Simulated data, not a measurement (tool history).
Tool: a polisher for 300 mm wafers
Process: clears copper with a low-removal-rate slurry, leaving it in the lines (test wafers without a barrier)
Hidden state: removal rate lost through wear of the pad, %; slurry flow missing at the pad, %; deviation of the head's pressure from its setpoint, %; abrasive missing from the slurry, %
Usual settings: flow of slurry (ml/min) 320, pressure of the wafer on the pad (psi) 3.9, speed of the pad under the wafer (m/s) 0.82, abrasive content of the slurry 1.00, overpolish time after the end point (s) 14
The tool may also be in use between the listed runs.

run   hour  flow of slurry (ml/min)  pressure of the wafer on the pad (psi)  speed of the pad under the wafer (m/s)  abrasive content of the slurry  overpolish time after the end point (s)  wafers since the last listed run  wafers polished on this pad  hours since the slurry nozzle was cleaned  hours since the head pressure was calibrated  hours since the slurry blender was calibrated  incoming thickness of the incoming film, nm  time until the end point was called (s)  dishing of a wide line in a test structure (Å)
  1    0.0                      320                                     3.9                                    0.82                            1.00                                       14                                 0                          404                                      391.8                                         386.6                                           29.4                                        505.1                                    152.7                                             350
  2   15.7                      320                                     3.9                                    0.82                            1.00                                       14                               146                          551                                      407.5                                         402.3                                           45.1                                        511.4                                    157.6                                             360
  3   24.1                      320                                     3.9                                    0.82                            1.00                                       14                                78                          630                                      415.9                                         410.7                                           53.5                                        518.3                                    156.7                                             374
  4   39.1                      320                                     3.9                                    1.00                            1.00                                       14                               140                          770                                      430.9                                         425.7                                           68.5                                        519.9                                    132.5                                             400
  5   55.2                      320                                     3.9                                    1.00                            1.00                                       14                               150                          920                                      447.0                                         441.8                                           84.6                                        523.7                                    129.9                                             420
      61.8  -- worn pad replaced by a new one
  6   62.3                      320                                     3.9                                    1.00                            1.00                                       14                                28                            4                                      454.1                                         448.9                                           91.7                                        507.5                                    131.5                                             416
  7   78.6                      320                                     3.9                                    0.82                            1.00                                       14                               152                          156                                      470.4                                         465.2                                          108.0                                        515.2                                    158.3                                             363
      85.3  -- slurry blender recalibrated
  8  100.0                      320                                     3.9                                    0.82                            1.00                                       14                               181                          337                                      491.8                                         486.6                                           14.7                                        515.0                                    157.6                                             364
  9  114.3                      320                                     4.5                                    0.82                            0.80                                       14                               133                          471                                      506.1                                         500.9                                           29.0                                        512.5                                    139.7                                             390
 10  126.4                      320                                     3.9                                    0.82                            1.00                                       14                               113                          584                                      518.2                                         513.0                                           41.1                                        513.1                                    156.1                                             366
     133.9  -- slurry nozzle cleaned
 11  134.4                      320                                     3.9                                    0.82                            1.00                                       14                                65                          649                                        0.5                                         521.0                                           49.1                                        516.1                                    158.1                                             363
 12  148.4                      320                                     3.9                                    0.58                            0.80                                       14                               130                          780                                       14.5                                         535.0                                           63.1                                        510.9                                    228.6                                             253
 13  166.8                      320                                     3.9                                    0.82                            1.20                                        7                               171                          952                                       32.9                                         553.4                                           81.5                                        511.8                                    152.8                                             204
     184.2  -- worn pad replaced by a new one
 14  184.7                      320                                     3.9                                    0.58                            1.00                                        9                               129                            4                                       50.8                                         571.3                                           99.4                                        520.6                                    216.4                                             188
 15  195.7                      320                                     3.9                                    0.82                            1.00                                        8                               102                          107                                       61.8                                         582.3                                          110.4                                        522.5                                    157.7                                             220
     201.8  -- slurry blender recalibrated
 16  208.2                      320                                     3.9                                    1.10                            1.25                                       14                                98                          205                                       74.3                                         594.8                                            6.4                                        513.4                                    113.2                                             457
     216.7  -- head pressure recalibrated
 17  222.6                      405                                     3.9                                    0.82                            1.00                                       10                               115                          321                                       88.7                                           5.9                                           20.8                                        516.2                                    172.3                                             252
 18  232.8                      320                                     3.9                                    0.82                            1.00                                       14                                95                          416                                       98.9                                          16.1                                           31.0                                        519.3                                    183.1                                             329
 19  241.9                      320                                     3.9                                    0.62                            1.00                                       14                                85                          501                                      108.0                                          25.2                                           40.1                                        518.0                                    227.8                                             261
 20  256.3                      320                                     3.9                                    0.82                            0.80                                       14                               134                          636                                      122.4                                          39.6                                           54.5                                        513.5                                    182.1                                             306
 21  262.4                      320                                     3.9                                    0.82                            1.00                                       14                                56                          693                                      128.5                                          45.7                                           60.6                                        516.9                                    173.9                                             329
 22  272.2                      320                                     3.9                                    0.82                            1.00                                       19                                91                          784                                      138.3                                          55.5                                           70.4                                        510.3                                    174.3                                             416
     285.6  -- worn pad replaced by a new one
     319.0  -- slurry blender recalibrated
 23  323.7                      225                                     3.9                                    0.82                            1.00                                       14                               425                          337                                      189.8                                         107.0                                            4.7                                        515.8                                    175.2                                             333
 24  337.4                      320                                     3.9                                    0.82                            1.00                                       14                               128                          465                                      203.5                                         120.7                                           18.4                                        522.6                                    174.8                                             327
 25  347.8                      320                                     3.9                                    0.62                            1.00                                       14                                97                          562                                      213.9                                         131.1                                           28.8                                        507.9                                    218.5                                             271
 26  364.3                      320                                     3.9                                    1.00                            1.00                                       14                               154                          716                                      230.4                                         147.6                                           45.3                                        511.8                                    137.7                                             391
 27  373.8                      320                                     4.8                                    0.94                            1.00                                        9                                88                          805                                      239.9                                         157.1                                           54.8                                        509.6                                    118.8                                             309

Forecast each of these 5 alternatives for the next run:
  A  374.3                      320                                     3.9                                    0.82                            1.00                                       14                                 4                          809                                      240.4                                         157.6                                           55.3                                        521.1                                        ?                                               ?
  B  374.3                      320                                     3.4                                    0.64                            0.85                                       12                                 4                          809                                      240.4                                         157.6                                           55.3                                        521.1                                        ?                                               ?
  C  374.3                      320                                     4.6                                    1.08                            0.90                                       16                                 4                          809                                      240.4                                         157.6                                           55.3                                        521.1                                        ?                                               ?
  D  374.3                      320                                     3.9                                    1.06                            1.00                                       14                                 4                          809                                      240.4                                         157.6                                           55.3                                        521.1                                        ?                                               ?
  E  374.3                      320                                     3.9                                    0.82                            1.00                                        9                                 4                          809                                      240.4                                         157.6                                           55.3                                        521.1                                        ?                                               ?

run  time until the end point was called (s)  dishing of a wide line in a test structure (Å)
  A                                    171.3                                             344
  B                                    256.5                                             213
  C                                    113.4                                             524
  D                                    133.6                                             418
  E                                    171.3                                             236
Without the tool's hidden state the same runs would have given:
run  time until the end point was called (s)  dishing of a wide line in a test structure (Å)
  A                                    180.0                                             329
  B                                    269.7                                             203
  C                                    119.2                                             505
  D                                    140.5                                             401
  E                                    180.0                                             226
